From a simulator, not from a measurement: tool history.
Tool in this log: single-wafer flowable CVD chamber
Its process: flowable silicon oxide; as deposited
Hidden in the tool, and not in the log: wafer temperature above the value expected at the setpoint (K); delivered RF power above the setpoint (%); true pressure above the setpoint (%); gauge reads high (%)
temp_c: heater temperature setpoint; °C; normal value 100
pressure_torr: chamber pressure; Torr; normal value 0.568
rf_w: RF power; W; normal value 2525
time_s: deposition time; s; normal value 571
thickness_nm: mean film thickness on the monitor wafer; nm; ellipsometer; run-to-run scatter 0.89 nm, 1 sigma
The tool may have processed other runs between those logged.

| run | hour | temp_c | pressure_torr | rf_w | time_s | wafers since the last listed run | hours since the last thermocouple change | hours since the last RF generator calibration | hours since the last manometer calibration | hours since the showerhead was replaced | hours since the gauge calibration | read-back reference wafer on the same gauge, thickness_nm | thickness_nm |
|---|---|---|---|---|---|---|---|---|---|---|---|---|---|
| 1 | 0.0 | 100 | 0.568 | 2525 | 571 | 0 | 895.0 | 661.0 | 1556.8 | 2395.9 | 302.6 | 260.949 | 203.136 |
| 2 | 12.7 | 100 | 0.568 | 2525 | 571 | 44 | 907.7 | 673.7 | 1569.5 | 2408.6 | 315.3 | 260.638 | 205.170 |
| 3 | 29.2 | 100 | 0.568 | 2525 | 571 | 57 | 924.2 | 690.2 | 1586.0 | 2425.1 | 331.8 | 260.650 | 202.252 |
| 4 | 35.2 | 100 | 0.619 | 2525 | 619 | 20 | 930.2 | 696.2 | 1592.0 | 2431.1 | 337.8 | 261.190 | 238.734 |
| 5 | 51.5 | 100 | 0.619 | 2525 | 619 | 56 | 946.5 | 712.5 | 1608.3 | 2447.4 | 354.1 | 260.939 | 239.035 |
| 6 | 61.1 | 100 | 0.568 | 2525 | 571 | 33 | 956.1 | 722.1 | 1617.9 | 2457.0 | 363.7 | 261.283 | 203.609 |
| 7 | 74.7 | 100 | 0.568 | 2525 | 571 | 47 | 969.7 | 735.7 | 1631.5 | 2470.6 | 377.3 | 261.431 | 202.468 |
|  | 83.0 | capacitance manometer re-zeroed and calibrated |
| 8 | 84.3 | 100 | 0.568 | 2525 | 571 | 5 | 979.3 | 745.3 | 1.3 | 2480.2 | 386.9 | 260.822 | 218.441 |
| 9 | 91.9 | 100 | 0.568 | 2525 | 571 | 26 | 986.9 | 752.9 | 8.9 | 2487.8 | 394.5 | 261.329 | 217.137 |
|  | 103.5 | gauge calibrated |
| 10 | 119.7 | 100 | 0.568 | 2525 | 571 | 97 | 1014.7 | 780.7 | 36.7 | 2515.6 | 16.2 | 260.828 | 215.578 |
| 11 | 158.6 | 100 | 0.568 | 2525 | 656 | 135 | 1053.6 | 819.6 | 75.6 | 2554.5 | 55.1 | 261.209 | 245.277 |
|  | 190.7 | thermocouple changed; heater temperature recalibrated |
|  | 197.7 | showerhead replaced |
| 12 | 198.2 | 100 | 0.676 | 2525 | 460 | 86 | 7.5 | 859.2 | 115.2 | 0.5 | 94.7 | 261.144 | 223.966 |
| 13 | 242.5 | 100 | 0.439 | 2525 | 680 | 154 | 51.8 | 903.5 | 159.5 | 44.8 | 139.0 | 261.097 | 211.907 |
| 14 | 249.6 | 105 | 0.568 | 2525 | 651 | 24 | 58.9 | 910.6 | 166.6 | 51.9 | 146.1 | 260.539 | 225.440 |
| 15 | 266.4 | 100 | 0.705 | 2525 | 632 | 58 | 75.7 | 927.4 | 183.4 | 68.7 | 162.9 | 261.196 | 316.632 |
| 16 | 275.8 | 100 | 0.518 | 2990 | 571 | 32 | 85.1 | 936.8 | 192.8 | 78.1 | 172.3 | 260.886 | 212.207 |
| 17 | 293.5 | 100 | 0.568 | 2525 | 654 | 61 | 102.8 | 954.5 | 210.5 | 95.8 | 190.0 | 260.950 | 260.894 |
|  | 304.2 | RF generator calibrated |
| 18 | 309.0 | 88 | 0.461 | 2525 | 638 | 26 | 118.3 | 4.8 | 226.0 | 111.3 | 205.5 | 261.111 | 295.133 |
| 19 | 324.6 | 100 | 0.568 | 2955 | 571 | 54 | 133.9 | 20.4 | 241.6 | 126.9 | 221.1 | 261.062 | 231.124 |
| 20 | 335.0 | 91 | 0.696 | 2965 | 607 | 36 | 144.3 | 30.8 | 252.0 | 137.3 | 231.5 | 260.635 | 388.123 |
| 21 | 344.0 | 100 | 0.568 | 2525 | 571 | 31 | 153.3 | 39.8 | 261.0 | 146.3 | 240.5 | 260.853 | 228.267 |
| 22 | 355.3 | 100 | 0.568 | 3020 | 612 | 39 | 164.6 | 51.1 | 272.3 | 157.6 | 251.8 | 260.799 | 245.205 |
| 23 | 373.2 | 100 | 0.568 | 2525 | 571 | 62 | 182.5 | 69.0 | 290.2 | 175.5 | 269.7 | 260.898 | 226.884 |
| 24 | 388.2 | 100 | 0.568 | 2525 | 571 | 52 | 197.5 | 84.0 | 305.2 | 190.5 | 284.7 | 261.174 | 227.223 |
| 25 | 403.4 | 100 | 0.568 | 2525 | 571 | 53 | 212.7 | 99.2 | 320.4 | 205.7 | 299.9 | 260.960 | 225.371 |
| 26 | 418.1 | 105 | 0.532 | 2525 | 571 | 51 | 227.4 | 113.9 | 335.1 | 220.4 | 314.6 | 261.009 | 182.249 |
| 27 | 425.2 | 100 | 0.654 | 2525 | 622 | 24 | 234.5 | 121.0 | 342.2 | 227.5 | 321.7 | 260.712 | 284.273 |
| 28 | 442.4 | 87 | 0.568 | 2400 | 571 | 60 | 251.7 | 138.2 | 359.4 | 244.7 | 338.9 | 260.960 | 325.063 |

Branching from run 28: 4 alternative next runs. What would each branch give?
| A | 443.0 | 100 | 0.568 | 2525 | 571 | 2 | 252.3 | 138.8 | 360.0 | 245.3 | 339.5 | ? | ? |
| B | 443.0 | 100 | 0.568 | 2150 | 658 | 2 | 252.3 | 138.8 | 360.0 | 245.3 | 339.5 | ? | ? |
| C | 443.0 | 100 | 0.568 | 2525 | 542 | 2 | 252.3 | 138.8 | 360.0 | 245.3 | 339.5 | ? | ? |
| D | 443.0 | 93 | 0.568 | 2670 | 524 | 2 | 252.3 | 138.8 | 360.0 | 245.3 | 339.5 | ? | ? |

| run | read-back reference wafer on the same gauge, thickness_nm | thickness_nm |
|---|---|---|
| A | 261.364 | 224.122 |
| B | 261.364 | 253.512 |
| C | 261.364 | 212.739 |
| D | 261.364 | 253.249 |
With the hidden condition removed and each run's random variation left untouched, the same runs would have given:
| run | thickness_nm |
|---|---|
| A | 232.851 |
| B | 263.386 |
| C | 221.025 |
| D | 263.063 |

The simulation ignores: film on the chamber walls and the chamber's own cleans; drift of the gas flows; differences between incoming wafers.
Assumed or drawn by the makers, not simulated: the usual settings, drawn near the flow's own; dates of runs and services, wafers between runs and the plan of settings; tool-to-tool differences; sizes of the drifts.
